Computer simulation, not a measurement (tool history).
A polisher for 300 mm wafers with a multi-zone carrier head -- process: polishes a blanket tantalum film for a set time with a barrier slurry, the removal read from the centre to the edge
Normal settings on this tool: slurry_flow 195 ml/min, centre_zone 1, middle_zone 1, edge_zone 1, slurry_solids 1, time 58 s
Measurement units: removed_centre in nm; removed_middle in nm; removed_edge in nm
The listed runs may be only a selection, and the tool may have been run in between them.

run     day  slurry_flow  centre_zone  middle_zone  edge_zone  slurry_solids  time  wafers since the last listed run  wafers polished on this pad  hours since the slurry nozzle was cleaned  hours since the centre zone pressure was calibrated  hours since the edge zone pressure was calibrated  hours since the carrier head's membrane was replaced  incoming thickness of the incoming film, nm  removed_centre  removed_middle  removed_edge
  1       0          195            1            1          1              1    58                                 0                         3290                                        269                                                345.5                                              168.8                                                1447.8                                        302.8           101.4           105.2         103.6
  2   1.508          195            1            1          1              1    58                               406                         3696                                      305.2                                                381.7                                                205                                                  1484                                        302.8           101.8           106.4          99.9
      3.517  -- carrier head's membrane replaced by a new one
  3   4.475          195         1.08            1          1              1    58                               743                         4439                                      376.4                                                452.9                                              276.2                                                    23                                        298.8             109           101.8         102.6
  4   6.708          195            1            1          1              1    58                               601                         5041                                        430                                                506.5                                              329.8                                                  76.6                                        301.6            98.2           103.1         100.1
  5   9.138          195            1            1          1           1.25    58                               654                         5695                                      488.3                                                564.8                                              388.1                                                 134.9                                        304.1           106.5           111.1         106.7
  6  11.271          220            1            1          1            1.2    70                               574                         6270                                      539.5                                                  616                                              439.3                                                 186.1                                        302.7           128.4           130.7         126.3
     11.458  -- worn pad replaced by a new one
     11.929  -- slurry nozzle cleaned
  7  13.288          195         1.04            1          1              1    65                               487                          481                                       32.6                                                664.4                                              487.7                                                 234.5                                        305.1           121.1           119.4         114.7
  8  16.088          195         1.08            1          1              1    58                               754                         1236                                       99.8                                                731.6                                              554.9                                                 301.7                                        301.9           111.7             105         104.2
  9  17.612          195            1            1          1              1    58                               410                         1647                                      136.4                                                768.2                                              591.5                                                 338.3                                        294.9           101.6           106.4         101.9
     21.083  -- edge zone pressure recalibrated
 10  21.162          195         0.96         1.04       1.12            0.9    58                               933                         2581                                      221.6                                                853.4                                                1.9                                                 423.5                                        299.2            92.7           104.1         101.6
 11  23.462          195            1            1          1              1    58                               619                         3200                                      276.8                                                908.6                                               57.1                                                 478.7                                        300.7           102.1           102.3           100
 12    25.8          195            1            1          1              1    58                               629                         3830                                      332.9                                                964.7                                              113.2                                                 534.8                                        296.5            99.7           101.7          98.4
 13  29.425          195            1            1       0.93              1    58                               976                         4807                                      419.9                                               1051.7                                              200.2                                                 621.8                                        296.8            99.7           104.1          95.3
 14  31.696          195            1         1.03          1              1    78                               611                         5418                                      474.4                                               1106.2                                              254.7                                                 676.3                                        303.6           133.5           139.5           134
 15  35.383          195         0.94            1       1.11           1.15    58                               993                         6412                                      562.9                                               1194.7                                              343.2                                                 764.8                                        304.9            97.2           104.2         104.8
     37.742  -- slurry nozzle cleaned
      37.75  -- worn pad replaced by a new one
 16  38.879          195         1.04         0.92          1           1.25    43                               929                          304                                       27.3                                               1278.6                                              427.1                                                 848.7                                        299.6            86.6              80          82.8
     41.329  -- centre zone pressure recalibrated
 17  41.962          160            1            1          1              1    44                               808                         1112                                      101.3                                                 15.2                                              501.1                                                 922.7                                        297.8            75.4            77.8          73.9
 18  46.417          195            1         1.05          1              1    58                              1200                         2313                                      208.2                                                122.1                                                608                                                1029.6                                        299.6             103           111.4         101.8
 19  49.375          195         1.08            1          1              1    58                               797                         3110                                      279.2                                                193.1                                                679                                                1100.6                                        296.7           109.2           102.9         101.8
 20  50.992          220            1         0.89       1.06              1    58                               435                         3545                                        318                                                231.9                                              717.8                                                1139.4                                        296.3           103.8            95.8         106.1
         52  -- edge zone pressure recalibrated
 21  53.754          195            1            1          1              1    58                               721                         4267                                      384.3                                                298.2                                               42.1                                                1205.7                                        300.4           100.1           102.5          98.8
 22  58.033          195            1         1.08       1.09              1    58                              1152                         5420                                        487                                                400.9                                              144.8                                                1308.4                                        296.9            99.4           106.6           103

Below are 3 alternative next runs, each starting from the tool's condition after run 22. Predict each:
  A  58.05          235            1            1          1              1    58                                 4                         5424                                      487.4                                                401.3                                              145.2                                                1308.8                                        295.5               ?               ?             ?
  B  58.05          255         1.07            1          1              1    45                                 4                         5424                                      487.4                                                401.3                                              145.2                                                1308.8                                        295.5               ?               ?             ?
  C  58.05          195          0.9          1.1          1            1.2    58                                 4                         5424                                      487.4                                                401.3                                              145.2                                                1308.8                                        295.5               ?               ?             ?

run  removed_centre  removed_middle  removed_edge
  A           101.3           107.6         100.4
  B            85.1            84.3          78.5
  C            93.9           120.8         104.4
Without the tool's unlogged condition, the same runs would have read:
run  removed_centre  removed_middle  removed_edge
  A           106.2           112.9         105.3
  B            89.2            88.5          82.3
  C            98.5           126.7         109.5

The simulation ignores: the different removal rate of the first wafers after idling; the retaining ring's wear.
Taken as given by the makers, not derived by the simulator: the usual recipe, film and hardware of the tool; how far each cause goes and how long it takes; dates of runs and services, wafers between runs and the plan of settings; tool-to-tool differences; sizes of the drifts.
